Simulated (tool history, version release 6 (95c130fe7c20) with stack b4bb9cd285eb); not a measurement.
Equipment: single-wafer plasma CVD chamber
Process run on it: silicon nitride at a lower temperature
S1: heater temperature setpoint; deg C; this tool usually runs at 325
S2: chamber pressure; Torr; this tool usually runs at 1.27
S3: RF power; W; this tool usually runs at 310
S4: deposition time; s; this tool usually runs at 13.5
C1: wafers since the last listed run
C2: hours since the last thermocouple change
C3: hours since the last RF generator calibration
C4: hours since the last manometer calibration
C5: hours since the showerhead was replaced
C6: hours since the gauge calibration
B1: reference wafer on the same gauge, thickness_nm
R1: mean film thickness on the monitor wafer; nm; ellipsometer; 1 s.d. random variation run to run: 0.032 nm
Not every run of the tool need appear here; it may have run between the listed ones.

{"run": 1, "day": 0.0, "S1": 325, "S2": 1.27, "S3": 310, "S4": 13.5, "C1": 0, "C2": 11.2, "C3": 302.3, "C4": 1644.8, "C5": 5038.2, "C6": 495.2, "B1": 12, "R1": 13.688}
{"run": 2, "day": 1.808, "S1": 325, "S2": 1.27, "S3": 310, "S4": 13.5, "C1": 1094, "C2": 54.6, "C3": 345.7, "C4": 1688.2, "C5": 5081.6, "C6": 538.6, "B1": 11.994, "R1": 13.652}
{"run": 3, "day": 5.183, "S1": 325, "S2": 1.27, "S3": 310, "S4": 13.5, "C1": 2042, "C2": 135.6, "C3": 426.7, "C4": 1769.2, "C5": 5162.6, "C6": 619.6, "B1": 12.005, "R1": 13.707}
{"run": 4, "day": 9.421, "S1": 325, "S2": 1.27, "S3": 310, "S4": 13.5, "C1": 2564, "C2": 237.3, "C3": 528.4, "C4": 1870.9, "C5": 5264.3, "C6": 721.3, "B1": 11.995, "R1": 13.707}
{"run": 5, "day": 13.646, "S1": 325, "S2": 1.27, "S3": 310, "S4": 13.5, "C1": 2557, "C2": 338.7, "C3": 629.8, "C4": 1972.3, "C5": 5365.7, "C6": 822.7, "B1": 11.996, "R1": 13.622}
{"day": 19.029, "done": "RF generator calibrated"}
{"run": 6, "day": 22.004, "S1": 318, "S2": 1.27, "S3": 310, "S4": 14.6, "C1": 4857, "C2": 539.3, "C3": 71.4, "C4": 2172.9, "C5": 5566.3, "C6": 1023.3, "B1": 12, "R1": 14.828}
{"run": 7, "day": 32.708, "S1": 318, "S2": 1.27, "S3": 310, "S4": 14.6, "C1": 6478, "C2": 796.2, "C3": 328.3, "C4": 2429.8, "C5": 5823.2, "C6": 1280.2, "B1": 12, "R1": 14.763}
{"run": 8, "day": 34.788, "S1": 325, "S2": 1.27, "S3": 310, "S4": 13.5, "C1": 1258, "C2": 846.1, "C3": 378.2, "C4": 2479.7, "C5": 5873.1, "C6": 1330.1, "B1": 12.008, "R1": 13.636}
{"day": 36.292, "done": "showerhead replaced"}
{"run": 9, "day": 37.658, "S1": 325, "S2": 1.27, "S3": 310, "S4": 12, "C1": 1535, "C2": 915, "C3": 447.1, "C4": 2548.6, "C5": 32.8, "C6": 1399, "B1": 12, "R1": 12.117}
{"run": 10, "day": 39.929, "S1": 325, "S2": 1.27, "S3": 310, "S4": 15.2, "C1": 1374, "C2": 969.5, "C3": 501.6, "C4": 2603.1, "C5": 87.3, "C6": 1453.5, "B1": 11.986, "R1": 15.342}
{"day": 41.962, "done": "capacitance manometer re-zeroed and calibrated"}
{"run": 11, "day": 43.738, "S1": 331, "S2": 1.27, "S3": 310, "S4": 13.5, "C1": 2103, "C2": 1060.9, "C3": 593, "C4": 42.6, "C5": 178.7, "C6": 1544.9, "B1": 12.005, "R1": 13.608}
{"run": 12, "day": 46.592, "S1": 325, "S2": 1.27, "S3": 310, "S4": 13.5, "C1": 1727, "C2": 1129.4, "C3": 661.5, "C4": 111.1, "C5": 247.2, "C6": 1613.4, "B1": 12.003, "R1": 13.738}
{"run": 13, "day": 48.712, "S1": 325, "S2": 1.27, "S3": 310, "S4": 13.5, "C1": 1283, "C2": 1180.3, "C3": 712.4, "C4": 162, "C5": 298.1, "C6": 1664.3, "B1": 11.996, "R1": 13.603}
{"run": 14, "day": 50.433, "S1": 325, "S2": 0.96, "S3": 310, "S4": 11.7, "C1": 1041, "C2": 1221.6, "C3": 753.7, "C4": 203.3, "C5": 339.4, "C6": 1705.6, "B1": 12.009, "R1": 10.987}
{"day": 52.346, "done": "RF generator calibrated"}
{"run": 15, "day": 52.85, "S1": 325, "S2": 1.27, "S3": 310, "S4": 13.5, "C1": 1260, "C2": 1279.6, "C3": 12.1, "C4": 261.3, "C5": 397.4, "C6": 1763.6, "B1": 12.007, "R1": 13.681}
{"run": 16, "day": 54.438, "S1": 338, "S2": 1.56, "S3": 370, "S4": 11.5, "C1": 960, "C2": 1317.7, "C3": 50.2, "C4": 299.4, "C5": 435.5, "C6": 1801.7, "B1": 12.011, "R1": 13.728}

What does the tool deliver on the next run?
{"run": 17, "day": 58.858, "S1": 325, "S2": 1.27, "S3": 250, "S4": 11.6, "C1": 2675, "C2": 1423.8, "C3": 156.3, "C4": 405.5, "C5": 541.6, "C6": 1907.8, "B1": "?", "R1": "?"}

B1: 11.995
R1: 10.076 nm
Had the tool carried no hidden state, the very same run would have given R1 10.076 nm.

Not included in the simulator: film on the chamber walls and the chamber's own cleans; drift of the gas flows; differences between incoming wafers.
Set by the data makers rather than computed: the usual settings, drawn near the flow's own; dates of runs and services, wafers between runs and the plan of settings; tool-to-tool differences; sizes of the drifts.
